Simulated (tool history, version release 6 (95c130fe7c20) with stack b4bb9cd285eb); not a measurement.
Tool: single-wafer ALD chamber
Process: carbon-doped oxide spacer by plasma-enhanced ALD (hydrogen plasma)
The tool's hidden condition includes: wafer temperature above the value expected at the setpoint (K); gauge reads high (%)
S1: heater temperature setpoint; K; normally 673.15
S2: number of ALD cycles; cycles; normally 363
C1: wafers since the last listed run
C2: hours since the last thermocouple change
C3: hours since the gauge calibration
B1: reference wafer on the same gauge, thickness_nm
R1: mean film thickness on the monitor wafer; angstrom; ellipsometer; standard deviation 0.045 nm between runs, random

run 1 day=0.000 | S1=677.15 S2=363 | C1=0 C2=1623.2 C3=2150.0 | B1=20.596 | R1=176.35
run 2 day=3.296 | S1=673.15 S2=363 | C1=78 C2=1702.3 C3=2229.1 | B1=20.568 | R1=177.82
run 3 day=6.029 | S1=673.15 S2=363 | C1=64 C2=1767.9 C3=2294.7 | B1=20.538 | R1=177.38
run 4 day=7.858 | S1=673.15 S2=363 | C1=43 C2=1811.8 C3=2338.6 | B1=20.538 | R1=178.18
-- day=8.608 gauge calibrated
run 5 day=9.896 | S1=673.15 S2=363 | C1=48 C2=1860.7 C3=30.9 | B1=20.768 | R1=179.40
run 6 day=13.204 | S1=673.15 S2=363 | C1=78 C2=1940.1 C3=110.3 | B1=20.777 | R1=180.74
run 7 day=15.975 | S1=673.15 S2=363 | C1=65 C2=2006.6 C3=176.8 | B1=20.786 | R1=180.89
run 8 day=20.400 | S1=673.15 S2=363 | C1=104 C2=2112.8 C3=283.0 | B1=20.786 | R1=180.37
run 9 day=24.779 | S1=684.15 S2=320 | C1=103 C2=2217.9 C3=388.1 | B1=20.782 | R1=152.97
run 10 day=27.046 | S1=684.15 S2=320 | C1=53 C2=2272.3 C3=442.5 | B1=20.753 | R1=152.98
run 11 day=29.321 | S1=684.15 S2=320 | C1=53 C2=2326.9 C3=497.1 | B1=20.758 | R1=152.65
run 12 day=33.021 | S1=673.15 S2=363 | C1=87 C2=2415.7 C3=585.9 | B1=20.749 | R1=179.77
run 13 day=34.933 | S1=673.15 S2=363 | C1=45 C2=2461.6 C3=631.8 | B1=20.757 | R1=179.11
run 14 day=38.517 | S1=673.15 S2=363 | C1=84 C2=2547.6 C3=717.8 | B1=20.748 | R1=179.46
run 15 day=42.517 | S1=673.15 S2=363 | C1=94 C2=2643.6 C3=813.8 | B1=20.737 | R1=180.12
run 16 day=44.196 | S1=673.15 S2=363 | C1=39 C2=2683.9 C3=854.1 | B1=20.737 | R1=179.49
run 17 day=47.575 | S1=673.15 S2=363 | C1=80 C2=2765.0 C3=935.2 | B1=20.733 | R1=179.70
run 18 day=51.838 | S1=673.15 S2=363 | C1=101 C2=2867.3 C3=1037.5 | B1=20.711 | R1=179.28
-- day=54.796 thermocouple changed; heater temperature recalibrated
run 19 day=55.371 | S1=673.15 S2=363 | C1=75 C2=13.8 C3=1122.3 | B1=20.711 | R1=178.87
run 20 day=58.317 | S1=673.15 S2=363 | C1=69 C2=84.5 C3=1193.0 | B1=20.701 | R1=179.69
run 21 day=61.183 | S1=673.15 S2=303 | C1=67 C2=153.3 C3=1261.8 | B1=20.712 | R1=149.41
run 22 day=64.867 | S1=684.15 S2=306 | C1=87 C2=241.7 C3=1350.2 | B1=20.683 | R1=145.98
run 23 day=67.038 | S1=673.15 S2=363 | C1=51 C2=293.8 C3=1402.3 | B1=20.665 | R1=178.71
run 24 day=69.217 | S1=684.15 S2=325 | C1=51 C2=346.1 C3=1454.6 | B1=20.661 | R1=154.90
run 25 day=72.408 | S1=684.15 S2=320 | C1=75 C2=422.7 C3=1531.2 | B1=20.662 | R1=151.25
run 26 day=74.329 | S1=673.15 S2=363 | C1=45 C2=468.8 C3=1577.3 | B1=20.619 | R1=178.75
run 27 day=82.383 | S1=673.15 S2=363 | C1=190 C2=662.1 C3=1770.6 | B1=20.607 | R1=178.07
run 28 day=84.096 | S1=673.15 S2=416 | C1=40 C2=703.2 C3=1811.7 | B1=20.608 | R1=204.80
run 29 day=87.533 | S1=682.15 S2=403 | C1=81 C2=785.7 C3=1894.2 | B1=20.585 | R1=192.20
run 30 day=91.092 | S1=661.15 S2=406 | C1=84 C2=871.1 C3=1979.6 | B1=20.559 | R1=198.69
-- day=92.125 gauge calibrated
run 31 day=94.867 | S1=673.15 S2=363 | C1=89 C2=961.7 C3=65.8 | B1=20.839 | R1=180.40
run 32 day=96.567 | S1=687.15 S2=402 | C1=40 C2=1002.5 C3=106.6 | B1=20.839 | R1=190.63
run 33 day=99.296 | S1=682.15 S2=419 | C1=64 C2=1068.0 C3=172.1 | B1=20.859 | R1=201.70
run 34 day=106.804 | S1=662.15 S2=363 | C1=177 C2=1248.2 C3=352.3 | B1=20.832 | R1=180.13
run 35 day=108.854 | S1=668.15 S2=307 | C1=48 C2=1297.4 C3=401.5 | B1=20.841 | R1=152.97
run 36 day=113.125 | S1=673.15 S2=363 | C1=101 C2=1399.9 C3=504.0 | B1=20.826 | R1=180.59
run 37 day=115.912 | S1=683.15 S2=385 | C1=66 C2=1466.8 C3=570.9 | B1=20.804 | R1=185.26
run 38 day=119.762 | S1=673.15 S2=363 | C1=91 C2=1559.2 C3=663.3 | B1=20.808 | R1=180.29
run 39 day=123.462 | S1=673.15 S2=363 | C1=87 C2=1648.0 C3=752.1 | B1=20.800 | R1=179.69
run 40 day=126.579 | S1=687.15 S2=337 | C1=73 C2=1722.8 C3=826.9 | B1=20.809 | R1=158.27

For each entry between runs, how does the tool's hidden state at the last listed run before it compare with that at the first listed run after it?
In the gap between runs 4 and 5: gauge calibrated (day 8.608)
  gauge reads high (%): -1.27 -> -0.084
  difference, measured minus the result without the unlogged condition, R1: -2.28 -> -0.15 angstrom
In the gap between runs 18 and 19: thermocouple changed; heater temperature recalibrated (day 54.796)
  gauge reads high (%): -0.375 -> -0.424
  difference, measured minus the result without the unlogged condition, R1: -0.68 -> -0.76 angstrom
In the gap between runs 30 and 31: gauge calibrated (day 92.125)
  gauge reads high (%): -1.14 -> 0.218
  difference, measured minus the result without the unlogged condition, R1: -2.30 -> +0.39 angstrom
